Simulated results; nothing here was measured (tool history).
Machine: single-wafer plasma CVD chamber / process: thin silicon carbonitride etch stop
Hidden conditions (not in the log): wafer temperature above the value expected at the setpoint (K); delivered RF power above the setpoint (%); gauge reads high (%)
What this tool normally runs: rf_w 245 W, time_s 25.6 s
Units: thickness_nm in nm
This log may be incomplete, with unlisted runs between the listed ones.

run,hour,rf_w,time_s,wafers since the last listed run,hours since the last thermocouple change,hours since the last RF generator calibration,hours since the showerhead was replaced,hours since the gauge calibration,"read-back reference wafer on the same gauge, thickness_nm",thickness_nm
1,0.0,275,25.6,0,969.0,2595.5,2921.7,154.2,16.114,16.522
2,12.2,215,23.7,416,981.2,2607.7,2933.9,166.4,16.093,14.405
3,29.1,215,23.7,576,998.1,2624.6,2950.8,183.3,16.106,14.369
# hour 32.1: gauge calibrated
4,43.1,215,23.7,477,1012.1,2638.6,2964.8,11.0,16.193,14.447
5,53.5,280,28.1,354,1022.5,2649.0,2975.2,21.4,16.177,18.282
6,59.8,245,25.6,214,1028.8,2655.3,2981.5,27.7,16.182,16.119
7,71.1,265,29.2,385,1040.1,2666.6,2992.8,39.0,16.171,18.701
8,80.8,265,29.2,330,1049.8,2676.3,3002.5,48.7,16.165,18.727
9,96.7,265,29.2,542,1065.7,2692.2,3018.4,64.6,16.153,18.702
10,113.9,225,27.3,586,1082.9,2709.4,3035.6,81.8,16.147,16.728
# hour 126.9: showerhead replaced
11,127.4,200,29.9,187,1096.4,2722.9,0.5,95.3,16.137,17.912
12,131.0,215,21.8,122,1100.0,2726.5,4.1,98.9,16.131,13.226
13,143.3,265,24.1,419,1112.3,2738.8,16.4,111.2,16.128,15.388
14,152.6,270,29.5,317,1121.6,2748.1,25.7,120.5,16.118,18.917
15,165.6,200,22.8,443,1134.6,2761.1,38.7,133.5,16.120,13.582
# hour 208.9: gauge calibrated
16,215.6,245,25.6,1705,1184.6,2811.1,88.7,6.7,16.196,16.074
# hour 227.4: thermocouple changed; heater temperature recalibrated
# hour 230.5: RF generator calibrated
17,231.0,265,29.0,147,3.6,0.5,104.1,22.1,16.180,18.553
18,241.5,245,28.2,358,14.1,11.0,114.6,32.6,16.176,17.736
19,254.6,245,25.6,446,27.2,24.1,127.7,45.7,16.178,16.098
20,294.2,245,25.6,1350,66.8,63.7,167.3,85.3,16.135,16.037
21,303.3,265,29.2,310,75.9,72.8,176.4,94.4,16.134,18.658

Consider 3 possible next runs. They are alternatives, not a sequence: every one starts from the tool as it was left by run 21. What does each give?
A,303.7,230,25.6,13,76.3,73.2,176.8,94.8,?,?
B,303.7,290,27.3,13,76.3,73.2,176.8,94.8,?,?
C,303.7,205,22.4,13,76.3,73.2,176.8,94.8,?,?

run,"read-back reference wafer on the same gauge, thickness_nm",thickness_nm
A,16.141,15.812
B,16.141,17.857
C,16.141,13.459
Without the tool's hidden state the same runs would have given:
run,thickness_nm
A,15.871
B,17.923
C,13.510

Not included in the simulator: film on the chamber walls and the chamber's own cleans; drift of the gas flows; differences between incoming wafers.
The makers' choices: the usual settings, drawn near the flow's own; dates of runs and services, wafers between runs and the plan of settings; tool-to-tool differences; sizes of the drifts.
